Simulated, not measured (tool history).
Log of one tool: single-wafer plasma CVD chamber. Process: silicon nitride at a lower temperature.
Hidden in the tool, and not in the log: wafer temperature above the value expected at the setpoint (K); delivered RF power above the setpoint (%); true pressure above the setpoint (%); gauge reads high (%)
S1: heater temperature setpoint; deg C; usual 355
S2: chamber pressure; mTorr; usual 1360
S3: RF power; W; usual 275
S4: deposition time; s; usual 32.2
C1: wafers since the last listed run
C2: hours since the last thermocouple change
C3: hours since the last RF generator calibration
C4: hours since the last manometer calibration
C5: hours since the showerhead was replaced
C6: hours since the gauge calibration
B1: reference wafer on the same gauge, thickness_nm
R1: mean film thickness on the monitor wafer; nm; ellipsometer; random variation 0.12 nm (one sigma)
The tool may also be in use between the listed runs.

Run 1, hour 0: usual settings; C1 0; C2 850.2; C3 1625.6; C4 980.6; C5 5448; C6 569; B1 40.663. Result: R1 35.971 nm.
Run 2, hour 17.2: usual settings; C1 262; C2 867.4; C3 1642.8; C4 997.8; C5 5465.2; C6 586.2; B1 40.703. Result: R1 35.919 nm.
Run 3, hour 48.3: usual settings; C1 475; C2 898.5; C3 1673.9; C4 1028.9; C5 5496.3; C6 617.3; B1 40.672. Result: R1 35.754 nm.
Run 4, hour 77.2: usual settings; C1 441; C2 927.4; C3 1702.8; C4 1057.8; C5 5525.2; C6 646.2; B1 40.708. Result: R1 35.762 nm.
Run 5, hour 110.9: usual settings but S1 348 deg C, S3 290 W; C1 515; C2 961.1; C3 1736.5; C4 1091.5; C5 5558.9; C6 679.9; B1 40.701. Result: R1 37.804 nm.
Run 6, hour 146.9: usual settings; C1 550; C2 997.1; C3 1772.5; C4 1127.5; C5 5594.9; C6 715.9; B1 40.69. Result: R1 35.664 nm.
Run 7, hour 173: usual settings; C1 399; C2 1023.2; C3 1798.6; C4 1153.6; C5 5621; C6 742; B1 40.72. Result: R1 35.681 nm.
Run 8, hour 185.7: usual settings but S3 240 W; C1 194; C2 1035.9; C3 1811.3; C4 1166.3; C5 5633.7; C6 754.7; B1 40.686. Result: R1 30.974 nm.
Run 9, hour 205.9: usual settings but S3 240 W; C1 308; C2 1056.1; C3 1831.5; C4 1186.5; C5 5653.9; C6 774.9; B1 40.683. Result: R1 30.935 nm.
Run 10, hour 290.8: usual settings; C1 1298; C2 1141; C3 1916.4; C4 1271.4; C5 5738.8; C6 859.8; B1 40.691. Result: R1 35.524 nm.
Run 11, hour 315.6: usual settings but S3 305 W; C1 379; C2 1165.8; C3 1941.2; C4 1296.2; C5 5763.6; C6 884.6; B1 40.684. Result: R1 39.35 nm.
At hour 335.4: showerhead replaced.
Run 12, hour 335.9: usual settings; C1 188; C2 1186.1; C3 1961.5; C4 1316.5; C5 0.5; C6 904.9; B1 40.725. Result: R1 35.494 nm.
At hour 353: thermocouple changed; heater temperature recalibrated.
Run 13, hour 369.1: usual settings but S1 350 deg C, S3 325 W; C1 385; C2 16.1; C3 1994.7; C4 1349.7; C5 33.7; C6 938.1; B1 40.713. Result: R1 41.55 nm.
At hour 372.9: gauge calibrated.
Run 14, hour 390.6: usual settings but S1 369 deg C, S2 1480 mTorr, S3 325 W, S4 34.4 s; C1 328; C2 37.6; C3 2016.2; C4 1371.2; C5 55.2; C6 17.7; B1 40.743. Result: R1 45.369 nm.
Run 15, hour 426.1: usual settings but S1 350 deg C, S4 34.8 s; C1 542; C2 73.1; C3 2051.7; C4 1406.7; C5 90.7; C6 53.2; B1 40.703. Result: R1 38.5 nm.
At hour 456.4: capacitance manometer re-zeroed and calibrated.
Run 16, hour 456.9: usual settings but S2 1670 mTorr, S3 235 W, S4 30.1 s; C1 348; C2 103.9; C3 2082.5; C4 0.5; C5 121.5; C6 84; B1 40.713. Result: R1 30.12 nm.
Run 17, hour 521.3: usual settings; C1 984; C2 168.3; C3 2146.9; C4 64.9; C5 185.9; C6 148.4; B1 40.709. Result: R1 35.603 nm.
Run 18, hour 541.1: usual settings but S1 344 deg C; C1 302; C2 188.1; C3 2166.7; C4 84.7; C5 205.7; C6 168.2; B1 40.693. Result: R1 35.561 nm.
At hour 562.7: RF generator calibrated.
Run 19, hour 563.2: usual settings; C1 215; C2 210.2; C3 0.5; C4 106.8; C5 227.8; C6 190.3; B1 40.693. Result: R1 37.081 nm.
Run 20, hour 586.6: usual settings but S4 29.8 s; C1 357; C2 233.6; C3 23.9; C4 130.2; C5 251.2; C6 213.7; B1 40.685. Result: R1 34.19 nm.
Run 21, hour 612.4: usual settings but S1 348 deg C, S2 1040 mTorr; C1 394; C2 259.4; C3 49.7; C4 156; C5 277; C6 239.5; B1 40.694. Result: R1 33.649 nm.
Run 22, hour 636.2: usual settings but S4 26.1 s; C1 363; C2 283.2; C3 73.5; C4 179.8; C5 300.8; C6 263.3; B1 40.696. Result: R1 29.949 nm.
Run 23, hour 648.5: usual settings but S1 340 deg C; C1 188; C2 295.5; C3 85.8; C4 192.1; C5 313.1; C6 275.6; B1 40.65. Result: R1 37.036 nm.
Run 24, hour 679.7: usual settings but S1 348 deg C, S4 29.1 s; C1 477; C2 326.7; C3 117; C4 223.3; C5 344.3; C6 306.8; B1 40.679. Result: R1 33.307 nm.
Run 25, hour 698: usual settings; C1 279; C2 345; C3 135.3; C4 241.6; C5 362.6; C6 325.1; B1 40.688. Result: R1 36.968 nm.
Run 26, hour 728.8: usual settings but S1 362 deg C, S3 300 W; C1 470; C2 375.8; C3 166.1; C4 272.4; C5 393.4; C6 355.9; B1 40.687. Result: R1 39.991 nm.
Run 27, hour 764.1: usual settings but S2 1220 mTorr; C1 539; C2 411.1; C3 201.4; C4 307.7; C5 428.7; C6 391.2; B1 40.715. Result: R1 35.43 nm.
Run 28, hour 799.8: usual settings but S2 1040 mTorr; C1 545; C2 446.8; C3 237.1; C4 343.4; C5 464.4; C6 426.9; B1 40.686. Result: R1 33.366 nm.

5 ways to go on from here, each from the tool as it stands after run 28. What would each give?
Run A, hour 800.2: usual settings but S4 29.5 s; C1 6; C2 447.2; C3 237.5; C4 343.8; C5 464.8; C6 427.3; B1 ?. Result: R1 ?.
Run B, hour 800.2: usual settings but S1 359 deg C; C1 6; C2 447.2; C3 237.5; C4 343.8; C5 464.8; C6 427.3; B1 ?. Result: R1 ?.
Run C, hour 800.2: usual settings but S1 340 deg C, S3 245 W; C1 6; C2 447.2; C3 237.5; C4 343.8; C5 464.8; C6 427.3; B1 ?. Result: R1 ?.
Run D, hour 800.2: usual settings but S2 1170 mTorr, S3 225 W, S4 35.9 s; C1 6; C2 447.2; C3 237.5; C4 343.8; C5 464.8; C6 427.3; B1 ?. Result: R1 ?.
Run E, hour 800.2: usual settings but S3 220 W, S4 26.1 s; C1 6; C2 447.2; C3 237.5; C4 343.8; C5 464.8; C6 427.3; B1 ?. Result: R1 ?.

run      B1      R1
  A  40.697  33.659
  B  40.697  36.684
  C  40.697  32.819
  D  40.697  31.426
  E  40.697  23.467
Without the tool's hidden state the same runs would have given:
run      R1
  A  34.017
  B  37.074
  C  33.182
  D  31.783
  E  23.734
